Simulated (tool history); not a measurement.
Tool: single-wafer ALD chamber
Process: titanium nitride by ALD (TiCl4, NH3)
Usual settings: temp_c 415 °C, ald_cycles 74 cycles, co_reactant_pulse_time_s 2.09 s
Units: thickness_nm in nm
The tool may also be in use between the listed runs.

| run | hour | temp_c | ald_cycles | co_reactant_pulse_time_s | wafers since the last listed run | hours since the last thermocouple change | hours since the showerhead was replaced | hours since the gauge calibration | read-back reference wafer on the same gauge, thickness_nm | thickness_nm |
|---|---|---|---|---|---|---|---|---|---|---|
| 1 | 0 | 415 | 74 | 1.68 | 0 | 2696.2 | 6900.9 | 54.5 | 1.48 | 1.705 |
| 2 | 8.4 | 415 | 80 | 2.09 | 38 | 2704.6 | 6909.3 | 62.9 | 1.48 | 1.849 |
| 3 | 17.3 | 415 | 85 | 2.09 | 40 | 2713.5 | 6918.2 | 71.8 | 1.48 | 1.964 |
| 4 | 31.4 | 415 | 85 | 2.09 | 63 | 2727.6 | 6932.3 | 85.9 | 1.481 | 1.971 |
| 5 | 49.4 | 415 | 74 | 2.36 | 81 | 2745.6 | 6950.3 | 103.9 | 1.479 | 1.724 |
| 6 | 62.2 | 415 | 74 | 2.36 | 57 | 2758.4 | 6963.1 | 116.7 | 1.48 | 1.724 |
| 7 | 75.5 | 415 | 74 | 2.09 | 60 | 2771.7 | 6976.4 | 130 | 1.48 | 1.716 |
| 8 | 91.4 | 411 | 74 | 2.09 | 72 | 2787.6 | 6992.3 | 145.9 | 1.479 | 1.706 |
| 9 | 103.3 | 415 | 68 | 2.09 | 53 | 2799.5 | 7004.2 | 157.8 | 1.481 | 1.573 |
| 10 | 113.5 | 415 | 74 | 2.09 | 46 | 2809.7 | 7014.4 | 168 | 1.479 | 1.72 |
| 11 | 121.7 | 415 | 74 | 2.09 | 37 | 2817.9 | 7022.6 | 176.2 | 1.479 | 1.715 |
| 12 | 134.4 | 415 | 74 | 2.09 | 57 | 2830.6 | 7035.3 | 188.9 | 1.48 | 1.72 |
| 13 | 147.1 | 415 | 74 | 2.09 | 57 | 2843.3 | 7048 | 201.6 | 1.481 | 1.726 |
|  | 150 | gauge calibrated |
| 14 | 161.3 | 415 | 84 | 2.09 | 64 | 2857.5 | 7062.2 | 11.3 | 1.48 | 1.947 |
| 15 | 167.7 | 415 | 86 | 2.44 | 28 | 2863.9 | 7068.6 | 17.7 | 1.48 | 1.999 |
| 16 | 177.6 | 415 | 74 | 2.09 | 44 | 2873.8 | 7078.5 | 27.6 | 1.479 | 1.718 |
| 17 | 193.6 | 415 | 74 | 2.09 | 72 | 2889.8 | 7094.5 | 43.6 | 1.479 | 1.715 |
| 18 | 210.1 | 415 | 74 | 2.42 | 74 | 2906.3 | 7111 | 60.1 | 1.48 | 1.72 |
| 19 | 225 | 415 | 63 | 1.78 | 67 | 2921.2 | 7125.9 | 75 | 1.48 | 1.458 |
| 20 | 231.1 | 403 | 74 | 2.09 | 27 | 2927.3 | 7132 | 81.1 | 1.481 | 1.712 |
|  | 246.4 | showerhead replaced |
| 21 | 246.9 | 415 | 81 | 2.09 | 35 | 2943.1 | 0.5 | 96.9 | 1.48 | 1.885 |
|  | 261.8 | thermocouple changed; heater temperature recalibrated |
| 22 | 283.6 | 415 | 59 | 2.09 | 130 | 21.8 | 37.2 | 133.6 | 1.48 | 1.368 |
| 23 | 300.3 | 401 | 70 | 2.6 | 75 | 38.5 | 53.9 | 150.3 | 1.48 | 1.627 |
| 24 | 310.5 | 415 | 74 | 2.09 | 46 | 48.7 | 64.1 | 160.5 | 1.48 | 1.712 |
| 25 | 325.3 | 415 | 74 | 2.09 | 67 | 63.5 | 78.9 | 175.3 | 1.48 | 1.717 |
| 26 | 337 | 407 | 74 | 2.09 | 53 | 75.2 | 90.6 | 187 | 1.48 | 1.718 |
| 27 | 343.7 | 415 | 74 | 2.09 | 30 | 81.9 | 97.3 | 193.7 | 1.48 | 1.712 |
| 28 | 356.1 | 415 | 74 | 2.09 | 56 | 94.3 | 109.7 | 206.1 | 1.48 | 1.716 |
|  | 360.6 | gauge calibrated |
| 29 | 365.6 | 421 | 74 | 2.47 | 43 | 103.8 | 119.2 | 5 | 1.479 | 1.726 |

5 ways to go on from here, each from the tool as it stands after run 29. What would each give?
| A | 366.2 | 415 | 74 | 2.31 | 2 | 104.4 | 119.8 | 5.6 | ? | ? |
| B | 366.2 | 406 | 74 | 1.27 | 2 | 104.4 | 119.8 | 5.6 | ? | ? |
| C | 366.2 | 415 | 85 | 2.47 | 2 | 104.4 | 119.8 | 5.6 | ? | ? |
| D | 366.2 | 423 | 74 | 2.09 | 2 | 104.4 | 119.8 | 5.6 | ? | ? |
| E | 366.2 | 428 | 74 | 2.09 | 2 | 104.4 | 119.8 | 5.6 | ? | ? |

| run | read-back reference wafer on the same gauge, thickness_nm | thickness_nm |
|---|---|---|
| A | 1.48 | 1.723 |
| B | 1.48 | 1.674 |
| C | 1.48 | 1.983 |
| D | 1.48 | 1.722 |
| E | 1.48 | 1.723 |
The same runs, with their run-to-run variation unchanged, on a tool lacking any hidden condition would have given:
| run | thickness_nm |
|---|---|
| A | 1.723 |
| B | 1.674 |
| C | 1.983 |
| D | 1.722 |
| E | 1.723 |
